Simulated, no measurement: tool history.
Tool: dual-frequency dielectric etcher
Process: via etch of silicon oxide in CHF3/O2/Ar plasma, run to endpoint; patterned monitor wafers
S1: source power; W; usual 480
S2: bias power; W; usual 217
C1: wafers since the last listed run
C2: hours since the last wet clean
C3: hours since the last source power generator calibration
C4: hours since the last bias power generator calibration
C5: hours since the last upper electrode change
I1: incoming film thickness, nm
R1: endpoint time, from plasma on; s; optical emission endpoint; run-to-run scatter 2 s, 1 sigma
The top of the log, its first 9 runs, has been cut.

Run 10, day 32.075: usual settings; C1 416; C2 84.9; C3 3669; C4 315.4; C5 2639.5; I1 437.6. Result: R1 228.8 s.
Run 11, day 35.033: usual settings; C1 380; C2 155.9; C3 3740; C4 386.4; C5 2710.5; I1 433.8. Result: R1 230 s.
Run 12, day 36.879: usual settings but S1 550 W; C1 237; C2 200.2; C3 3784.3; C4 430.7; C5 2754.8; I1 431.9. Result: R1 218.1 s.
Run 13, day 38.896: usual settings but S1 550 W; C1 259; C2 248.6; C3 3832.7; C4 479.1; C5 2803.2; I1 437.2. Result: R1 219.3 s.
Run 14, day 42.675: usual settings but S1 570 W; C1 486; C2 339.3; C3 3923.4; C4 569.8; C5 2893.9; I1 434.1. Result: R1 216.2 s.
Run 15, day 46.633: usual settings but S1 440 W, S2 248 W; C1 509; C2 434.3; C3 4018.4; C4 664.8; C5 2988.9; I1 435.9. Result: R1 228.3 s.
At day 50.942: wet clean of the chamber.
Run 16, day 50.962: usual settings but S1 570 W, S2 169 W; C1 428; C2 0.5; C3 4122.3; C4 768.7; C5 3092.8; I1 435.5. Result: R1 226.9 s.
Run 17, day 52.833: usual settings but S1 380 W, S2 183 W; C1 240; C2 45.4; C3 4167.2; C4 813.6; C5 3137.7; I1 437.4. Result: R1 266.1 s.
Run 18, day 58.404: usual settings but S1 370 W, S2 249 W; C1 717; C2 179.1; C3 4300.9; C4 947.3; C5 3271.4; I1 438.1. Result: R1 242.2 s.
Run 19, day 60.112: usual settings but S1 540 W, S2 184 W; C1 219; C2 220.1; C3 4341.9; C4 988.3; C5 3312.4; I1 436.2. Result: R1 233.7 s.
Run 20, day 62.825: usual settings but S1 510 W, S2 243 W; C1 349; C2 285.2; C3 4407; C4 1053.4; C5 3377.5; I1 434.5. Result: R1 213.9 s.
At day 63.375: source power generator calibrated.
Run 21, day 66.029: usual settings; C1 391; C2 362.1; C3 63.7; C4 1130.3; C5 3454.4; I1 434.4. Result: R1 228 s.
Run 22, day 69.475: usual settings; C1 443; C2 444.8; C3 146.4; C4 1213; C5 3537.1; I1 431.7. Result: R1 232.8 s.
Run 23, day 71.5: usual settings but S1 590 W, S2 191 W; C1 260; C2 493.4; C3 195; C4 1261.6; C5 3585.7; I1 440.2. Result: R1 230 s.
At day 75.729: upper electrode replaced.
Run 24, day 75.75: usual settings but S1 570 W, S2 263 W; C1 418; C2 595.4; C3 297; C4 1363.6; C5 0.5; I1 434.6. Result: R1 204 s.
At day 77.546: wet clean of the chamber.
Run 25, day 79.421: usual settings but S1 530 W, S2 167 W; C1 343; C2 45; C3 385.1; C4 1451.7; C5 88.6; I1 434.4. Result: R1 237.9 s.
Run 26, day 83.554: usual settings but S1 390 W, S2 203 W; C1 532; C2 144.2; C3 484.3; C4 1550.9; C5 187.8; I1 439.4. Result: R1 256.3 s.
Run 27, day 86.238: usual settings but S1 530 W, S2 175 W; C1 345; C2 208.6; C3 548.7; C4 1615.3; C5 252.2; I1 433.2. Result: R1 236.6 s.
Run 28, day 89.446: usual settings but S1 400 W, S2 199 W; C1 413; C2 285.6; C3 625.7; C4 1692.3; C5 329.2; I1 433.2. Result: R1 252.4 s.
Run 29, day 93.079: usual settings; C1 467; C2 372.8; C3 712.9; C4 1779.5; C5 416.4; I1 440.3. Result: R1 232.4 s.
Run 30, day 96.321: usual settings; C1 417; C2 450.6; C3 790.7; C4 1857.3; C5 494.2; I1 433.6. Result: R1 231.7 s.
Run 31, day 99.629: usual settings but S2 259 W; C1 425; C2 530; C3 870.1; C4 1936.7; C5 573.6; I1 436.2. Result: R1 217.9 s.
Run 32, day 103.004: usual settings but S1 390 W, S2 235 W; C1 434; C2 611; C3 951.1; C4 2017.7; C5 654.6; I1 434.8. Result: R1 248.9 s.
Run 33, day 104.704: usual settings but S1 440 W, S2 265 W; C1 218; C2 651.8; C3 991.9; C4 2058.5; C5 695.4; I1 436. Result: R1 229.5 s.
At day 106.671: wet clean of the chamber.
Run 34, day 108.492: usual settings but S1 540 W, S2 261 W; C1 358; C2 43.7; C3 1082.8; C4 2149.4; C5 786.3; I1 436.6. Result: R1 198.3 s.

Alternative continuations, all from the tool just after run 34; predict every row:
Run A, day 108.512: usual settings; C1 2; C2 44.2; C3 1083.3; C4 2149.9; C5 786.8; I1 434.5. Result: R1 ?.
Run B, day 108.512: usual settings but S1 560 W, S2 172 W; C1 2; C2 44.2; C3 1083.3; C4 2149.9; C5 786.8; I1 434.5. Result: R1 ?.
Run C, day 108.512: usual settings but S1 440 W, S2 186 W; C1 2; C2 44.2; C3 1083.3; C4 2149.9; C5 786.8; I1 434.5. Result: R1 ?.
Run D, day 108.512: usual settings but S2 182 W; C1 2; C2 44.2; C3 1083.3; C4 2149.9; C5 786.8; I1 434.5. Result: R1 ?.
Run E, day 108.512: usual settings but S1 560 W, S2 167 W; C1 2; C2 44.2; C3 1083.3; C4 2149.9; C5 786.8; I1 434.5. Result: R1 ?.

run     R1
  A  227.9
  B  233.1
  C  250.1
  D  243.2
  E  235.6
Had the tool no hidden state, the same runs would have come out as:
run     R1
  A  225.7
  B  230.8
  C  247.7
  D  240.9
  E  233.3

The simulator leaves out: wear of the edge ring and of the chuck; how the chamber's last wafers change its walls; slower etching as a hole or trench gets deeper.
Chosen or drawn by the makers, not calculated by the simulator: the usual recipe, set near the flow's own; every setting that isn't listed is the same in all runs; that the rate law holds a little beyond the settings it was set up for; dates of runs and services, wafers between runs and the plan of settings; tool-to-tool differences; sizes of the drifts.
